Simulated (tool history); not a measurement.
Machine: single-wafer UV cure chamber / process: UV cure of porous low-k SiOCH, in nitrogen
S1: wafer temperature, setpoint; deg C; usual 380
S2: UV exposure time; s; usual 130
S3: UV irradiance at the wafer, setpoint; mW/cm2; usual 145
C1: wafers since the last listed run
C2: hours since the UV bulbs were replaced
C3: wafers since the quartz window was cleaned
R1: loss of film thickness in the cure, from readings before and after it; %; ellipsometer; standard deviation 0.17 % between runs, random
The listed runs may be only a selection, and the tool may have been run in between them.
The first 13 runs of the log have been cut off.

run    hour   S1   S2   S3   C1      C2    C3      R1
 14   815.5  380  175  145  356  1906.8  2167  12.287
 15   859.9  380  175  145  307  1951.2  2474  12.293
 16   888.2  380  130  145  195  1979.5  2669  10.714
 17   947.5  380  130  145  410  2038.8  3080  11.046
 18  1008.6  389  165  145  422  2099.9  3502  12.088
 19  1065.7  380  130  112  394    2157  3897   9.621
 20  1114.5  380  130  184  337  2205.8  4235   11.47
     1142.5  -- quartz window cleaned
 21  1148.6  372   90  145  180  2239.9    42   8.779
 22  1188.3  380  130  145  274  2279.6   317  10.657
 23  1229.4  380  130  145  284  2320.7   601    10.8
 24  1270.2  380  130  159  282  2361.5   883  11.068
 25  1338.4  380  155  145  471  2429.7  1355  11.754
     1369.6  -- UV bulbs replaced
 26  1393.6  380  150  145  326      24  1681  11.472
 27  1448.7  380  155  164  381    79.1  2062  11.636
 28  1491.5  380  130  145  296   121.9  2358  10.856
 29  1539.3  394  130  106  330   169.7  2689    9.54
 30  1591.5  399  130  145  361   221.9  3050  11.153
 31  1630.6  372  130  178  270     261  3320  11.127
 32  1688.9  380  130  172  403   319.3  3724  11.367
 33  1720.2  380   65  134  216   350.6  3940   7.588
 34  1747.8  380  130  145  190   378.2  4131  10.581
 35  1803.4  394  105  184  384   433.8  4516  11.145
 36  1844.9  372  130  145  287   475.3  4803  10.746

Consider 3 possible next runs. They are alternatives, not a sequence: every one starts from the tool as it was left by run 36. What does each give?
  A  1845.4  380  130  113   3  475.8  4806   ?
  B  1845.4  389  155  167   3  475.8  4806   ?
  C  1845.4  393  165  145   3  475.8  4806   ?

run      R1
  A   9.424
  B  12.037
  C  11.755
Take away the tool's hidden state, keep each run's random variation, and the runs would have read:
run      R1
  A   9.424
  B  12.037
  C  11.755
